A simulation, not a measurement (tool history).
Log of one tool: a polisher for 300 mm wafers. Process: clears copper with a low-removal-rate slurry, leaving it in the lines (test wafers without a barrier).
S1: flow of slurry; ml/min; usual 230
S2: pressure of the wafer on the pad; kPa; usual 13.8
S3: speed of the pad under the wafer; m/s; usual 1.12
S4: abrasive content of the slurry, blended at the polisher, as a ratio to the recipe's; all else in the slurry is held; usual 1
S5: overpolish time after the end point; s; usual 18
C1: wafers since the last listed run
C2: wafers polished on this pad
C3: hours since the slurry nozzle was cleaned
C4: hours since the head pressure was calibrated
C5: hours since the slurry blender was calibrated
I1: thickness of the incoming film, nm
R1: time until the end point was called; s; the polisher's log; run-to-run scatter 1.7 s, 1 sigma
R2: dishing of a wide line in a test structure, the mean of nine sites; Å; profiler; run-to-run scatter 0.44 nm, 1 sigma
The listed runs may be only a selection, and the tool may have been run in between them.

{"run": 1, "hour": 0.0, "S1": 230, "S2": 13.8, "S3": 1.12, "S4": 1, "S5": 18, "C1": 0, "C2": 1130, "C3": 71.7, "C4": 325, "C5": 14.5, "I1": 196.8, "R1": 93.1, "R2": 191}
{"hour": 115.5, "done": "head pressure recalibrated"}
{"hour": 287.7, "done": "worn pad replaced by a new one"}
{"run": 2, "hour": 289.2, "S1": 230, "S2": 13.8, "S3": 1.12, "S4": 1, "S5": 18, "C1": 1829, "C2": 9, "C3": 360.9, "C4": 173.7, "C5": 303.7, "I1": 192.4, "R1": 89.6, "R2": 186}
{"run": 3, "hour": 435.7, "S1": 230, "S2": 13.8, "S3": 1.12, "S4": 1, "S5": 18, "C1": 946, "C2": 956, "C3": 507.4, "C4": 320.2, "C5": 450.2, "I1": 193.2, "R1": 88, "R2": 189}
{"run": 4, "hour": 475.7, "S1": 230, "S2": 13.8, "S3": 1.12, "S4": 1, "S5": 18, "C1": 258, "C2": 1214, "C3": 547.4, "C4": 360.2, "C5": 490.2, "I1": 195.2, "R1": 92.4, "R2": 188}
{"hour": 527.0, "done": "slurry blender recalibrated"}
{"run": 5, "hour": 542.7, "S1": 230, "S2": 13.8, "S3": 1.12, "S4": 1, "S5": 18, "C1": 419, "C2": 1634, "C3": 614.4, "C4": 427.2, "C5": 15.7, "I1": 198.2, "R1": 92.3, "R2": 194}
{"hour": 560.4, "done": "head pressure recalibrated"}
{"run": 6, "hour": 597.4, "S1": 230, "S2": 13.8, "S3": 1.12, "S4": 1, "S5": 18, "C1": 340, "C2": 1975, "C3": 669.1, "C4": 37, "C5": 70.4, "I1": 193.4, "R1": 91.5, "R2": 188}
{"run": 7, "hour": 640.5, "S1": 230, "S2": 13.8, "S3": 0.96, "S4": 1, "S5": 18, "C1": 278, "C2": 2253, "C3": 712.2, "C4": 80.1, "C5": 113.5, "I1": 191.8, "R1": 106.5, "R2": 167}
{"hour": 739.4, "done": "slurry nozzle cleaned"}
{"hour": 772.6, "done": "worn pad replaced by a new one"}
{"run": 8, "hour": 852.1, "S1": 230, "S2": 13.8, "S3": 0.96, "S4": 1, "S5": 18, "C1": 1334, "C2": 513, "C3": 112.7, "C4": 291.7, "C5": 325.1, "I1": 194.3, "R1": 104, "R2": 166}
{"run": 9, "hour": 944.0, "S1": 230, "S2": 13.8, "S3": 0.96, "S4": 1, "S5": 18, "C1": 593, "C2": 1107, "C3": 204.6, "C4": 383.6, "C5": 417, "I1": 192.5, "R1": 104, "R2": 169}
{"run": 10, "hour": 996.5, "S1": 230, "S2": 13.8, "S3": 1.12, "S4": 1, "S5": 11, "C1": 339, "C2": 1446, "C3": 257.1, "C4": 436.1, "C5": 469.5, "I1": 192.9, "R1": 90.3, "R2": 132}
{"hour": 1035.7, "done": "head pressure recalibrated"}
{"run": 11, "hour": 1052.4, "S1": 230, "S2": 13.8, "S3": 1.12, "S4": 1, "S5": 11, "C1": 348, "C2": 1794, "C3": 313, "C4": 16.7, "C5": 525.4, "I1": 194.7, "R1": 89.8, "R2": 134}
{"hour": 1070.7, "done": "slurry blender recalibrated"}
{"run": 12, "hour": 1096.4, "S1": 230, "S2": 13.8, "S3": 1.12, "S4": 1, "S5": 11, "C1": 271, "C2": 2066, "C3": 357, "C4": 60.7, "C5": 25.7, "I1": 194.3, "R1": 91.1, "R2": 133}
{"run": 13, "hour": 1144.5, "S1": 230, "S2": 13.8, "S3": 1.12, "S4": 1, "S5": 18, "C1": 310, "C2": 2376, "C3": 405.1, "C4": 108.8, "C5": 73.8, "I1": 191.6, "R1": 86.9, "R2": 189}
{"run": 14, "hour": 1196.9, "S1": 260, "S2": 13.8, "S3": 1.12, "S4": 0.75, "S5": 18, "C1": 338, "C2": 2715, "C3": 457.5, "C4": 161.2, "C5": 126.2, "I1": 191.6, "R1": 100.4, "R2": 178}
{"hour": 1214.2, "done": "worn pad replaced by a new one"}
{"run": 15, "hour": 1272.9, "S1": 200, "S2": 17.9, "S3": 1.12, "S4": 1, "S5": 12, "C1": 465, "C2": 378, "C3": 533.5, "C4": 237.2, "C5": 202.2, "I1": 198.4, "R1": 75.3, "R2": 167}
{"run": 16, "hour": 1342.3, "S1": 230, "S2": 13.8, "S3": 1.12, "S4": 1, "S5": 18, "C1": 448, "C2": 827, "C3": 602.9, "C4": 306.6, "C5": 271.6, "I1": 196.2, "R1": 91.7, "R2": 187}
{"run": 17, "hour": 1390.9, "S1": 165, "S2": 13.8, "S3": 1.12, "S4": 0.7, "S5": 18, "C1": 313, "C2": 1141, "C3": 651.5, "C4": 355.2, "C5": 320.2, "I1": 191.9, "R1": 107.6, "R2": 169}
{"run": 18, "hour": 1433.4, "S1": 305, "S2": 13.8, "S3": 1.12, "S4": 1.15, "S5": 22, "C1": 274, "C2": 1415, "C3": 694, "C4": 397.7, "C5": 362.7, "I1": 198.1, "R1": 86.7, "R2": 218}
{"hour": 1537.0, "done": "slurry blender recalibrated"}
{"run": 19, "hour": 1537.5, "S1": 230, "S2": 13.8, "S3": 0.96, "S4": 1, "S5": 18, "C1": 659, "C2": 2075, "C3": 798.1, "C4": 501.8, "C5": 0.5, "I1": 196.3, "R1": 104.7, "R2": 167}
{"hour": 1546.1, "done": "head pressure recalibrated"}
{"run": 20, "hour": 1574.7, "S1": 190, "S2": 13.8, "S3": 0.84, "S4": 1.2, "S5": 9, "C1": 227, "C2": 2302, "C3": 835.3, "C4": 28.6, "C5": 37.7, "I1": 195.4, "R1": 116.6, "R2": 92}
{"hour": 1618.6, "done": "slurry nozzle cleaned"}
{"run": 21, "hour": 1682.1, "S1": 230, "S2": 13.8, "S3": 1.12, "S4": 1, "S5": 24, "C1": 687, "C2": 2990, "C3": 63.5, "C4": 136, "C5": 145.1, "I1": 194, "R1": 92.7, "R2": 223}
{"hour": 1708.5, "done": "worn pad replaced by a new one"}
{"run": 22, "hour": 1778.3, "S1": 230, "S2": 13.8, "S3": 1.12, "S4": 1, "S5": 18, "C1": 595, "C2": 450, "C3": 159.7, "C4": 232.2, "C5": 241.3, "I1": 196.6, "R1": 90.6, "R2": 186}
{"run": 23, "hour": 1866.6, "S1": 230, "S2": 15.9, "S3": 0.78, "S4": 1.2, "S5": 18, "C1": 570, "C2": 1021, "C3": 248, "C4": 320.5, "C5": 329.6, "I1": 197.7, "R1": 115.3, "R2": 175}
{"run": 24, "hour": 1955.9, "S1": 190, "S2": 13.8, "S3": 1.12, "S4": 1, "S5": 18, "C1": 576, "C2": 1598, "C3": 337.3, "C4": 409.8, "C5": 418.9, "I1": 195.9, "R1": 94.9, "R2": 177}
{"run": 25, "hour": 2009.2, "S1": 195, "S2": 13.8, "S3": 1.12, "S4": 0.75, "S5": 18, "C1": 344, "C2": 1942, "C3": 390.6, "C4": 463.1, "C5": 472.2, "I1": 193.3, "R1": 102.9, "R2": 175}
{"hour": 2025.9, "done": "head pressure recalibrated"}
{"hour": 2081.7, "done": "slurry blender recalibrated"}
{"run": 26, "hour": 2096.6, "S1": 230, "S2": 13.8, "S3": 1.12, "S4": 0.85, "S5": 18, "C1": 538, "C2": 2481, "C3": 478, "C4": 70.7, "C5": 14.9, "I1": 195.6, "R1": 97.7, "R2": 185}
{"hour": 2148.5, "done": "worn pad replaced by a new one"}
{"run": 27, "hour": 2199.5, "S1": 250, "S2": 12.4, "S3": 0.84, "S4": 0.9, "S5": 18, "C1": 638, "C2": 329, "C3": 580.9, "C4": 173.6, "C5": 117.8, "I1": 194.1, "R1": 132.5, "R2": 141}

Across each entry between runs, compare the hidden state at the last listed run before it with the hidden state at the first listed run after it:
From run 1 to run 2: head pressure recalibrated (hour 115.5); worn pad replaced by a new one (hour 287.7)
  nothing in the hidden state changes from one run to the other
From run 4 to run 5: slurry blender recalibrated (hour 527)
  nothing in the hidden state changes from one run to the other
From run 5 to run 6: head pressure recalibrated (hour 560.4)
  nothing in the hidden state changes from one run to the other
From run 7 to run 8: slurry nozzle cleaned (hour 739.4); worn pad replaced by a new one (hour 772.6)
  nothing in the hidden state changes from one run to the other
From run 10 to run 11: head pressure recalibrated (hour 1035.7)
  nothing in the hidden state changes from one run to the other
From run 11 to run 12: slurry blender recalibrated (hour 1070.7)
  nothing in the hidden state changes from one run to the other
From run 14 to run 15: worn pad replaced by a new one (hour 1214.2)
  nothing in the hidden state changes from one run to the other
From run 18 to run 19: slurry blender recalibrated (hour 1537)
  nothing in the hidden state changes from one run to the other
From run 19 to run 20: head pressure recalibrated (hour 1546.1)
  nothing in the hidden state changes from one run to the other
From run 20 to run 21: slurry nozzle cleaned (hour 1618.6)
  nothing in the hidden state changes from one run to the other
From run 21 to run 22: worn pad replaced by a new one (hour 1708.5)
  nothing in the hidden state changes from one run to the other
From run 25 to run 26: head pressure recalibrated (hour 2025.9); slurry blender recalibrated (hour 2081.7)
  nothing in the hidden state changes from one run to the other
From run 26 to run 27: worn pad replaced by a new one (hour 2148.5)
  nothing in the hidden state changes from one run to the other
